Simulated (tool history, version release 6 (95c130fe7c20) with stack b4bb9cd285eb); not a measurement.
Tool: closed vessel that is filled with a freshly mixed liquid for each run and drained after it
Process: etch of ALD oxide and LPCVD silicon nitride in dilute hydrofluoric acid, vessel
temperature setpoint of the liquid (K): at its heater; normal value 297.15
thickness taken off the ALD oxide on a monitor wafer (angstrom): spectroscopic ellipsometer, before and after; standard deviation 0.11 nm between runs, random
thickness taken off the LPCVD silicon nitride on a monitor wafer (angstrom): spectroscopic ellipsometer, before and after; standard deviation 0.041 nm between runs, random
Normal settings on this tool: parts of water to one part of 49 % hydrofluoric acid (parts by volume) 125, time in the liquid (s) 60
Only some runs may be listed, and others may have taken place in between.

run,day,temperature setpoint of the liquid (K),parts of water to one part of 49 % hydrofluoric acid (parts by volume),time in the liquid (s),"read-back film thickness of the ALD oxide reference wafer, read on the same gauge (nm)","read-back film thickness of the LPCVD silicon nitride reference wafer, read on the same gauge (nm)",thickness taken off the ALD oxide on a monitor wafer (angstrom),thickness taken off the LPCVD silicon nitride on a monitor wafer (angstrom)
1,0,297.15,125,80,131.08,121.727,178.2,3.72
2,2.771,297.15,125,60,131.07,121.738,134,2.97
# day 3.304: hydrofluoric acid flow meter replaced
3,4.154,297.15,125,60,131.03,121.68,133.3,2.43
4,5.812,297.15,125,60,130.99,121.638,132.6,2.71
5,7.933,293.65,125,80,130.96,121.643,157.5,2.62
6,9.742,301.15,175,60,130.97,121.559,104.1,3.3
7,11.058,297.15,125,60,130.94,121.551,134.2,2.65
8,12.704,299.15,125,45,130.95,121.583,107.6,2.27
9,15.454,297.15,175,40,130.84,121.548,60.4,1.41
# day 15.979: gauge calibrated
10,16.896,297.15,125,60,139.14,129.239,142.9,2.65
# day 17.3: thermometer replaced
11,18.8,301.15,100,70,138.72,128.769,248.1,6.78
12,20.271,297.15,125,40,138.36,128.497,93.6,1.95
# day 21.396: hydrofluoric acid flow meter replaced
13,21.417,299.65,145,75,138.11,128.259,162.4,3.29
14,23.342,301.65,65,80,137.68,127.85,465.9,8.51
15,25.033,297.15,125,60,137.28,127.528,140.4,2.48
16,26.904,293.15,155,30,137,127.11,46.8,0.8
17,28.808,297.15,125,60,136.57,126.85,137.7,2.69
18,30.321,301.65,85,60,136.33,126.627,260.9,5.73
19,31.917,294.65,170,60,136.07,126.37,87.7,1.91
20,38.162,297.15,125,60,135.15,125.539,137.9,2.25
21,39.375,297.15,125,60,134.99,125.338,137.7,2.26
# day 41.525: hydrofluoric acid flow meter replaced
22,42.212,298.65,125,60,134.68,125.058,146.3,3.47
23,45.133,297.15,125,60,134.32,124.723,135.6,2.56
24,47.204,297.15,125,50,134.12,124.53,115.9,2.93
25,49.821,297.15,175,40,133.85,124.282,61.6,1.37
26,51.375,299.15,160,45,133.72,124.184,81.9,2.02

Each row is a separate what-if for the run after 26, all from the same tool condition, not one after another. Results?
A,51.404,297.15,125,60,?,?,?,?
B,51.404,297.15,125,35,?,?,?,?
C,51.404,295.65,145,80,?,?,?,?
D,51.404,294.65,90,85,?,?,?,?

run,"read-back film thickness of the ALD oxide reference wafer, read on the same gauge (nm)","read-back film thickness of the LPCVD silicon nitride reference wafer, read on the same gauge (nm)",thickness taken off the ALD oxide on a monitor wafer (angstrom),thickness taken off the LPCVD silicon nitride on a monitor wafer (angstrom)
A,133.74,124.187,136.6,2.62
B,133.74,124.187,79.7,1.53
C,133.74,124.187,144.8,2.73
D,133.74,124.187,253.6,4.34
With no hidden state in the tool, these same runs would have given:
run,thickness taken off the ALD oxide on a monitor wafer (angstrom),thickness taken off the LPCVD silicon nitride on a monitor wafer (angstrom)
A,143,2.74
B,83.4,1.6
C,151.5,2.86
D,265.4,4.54
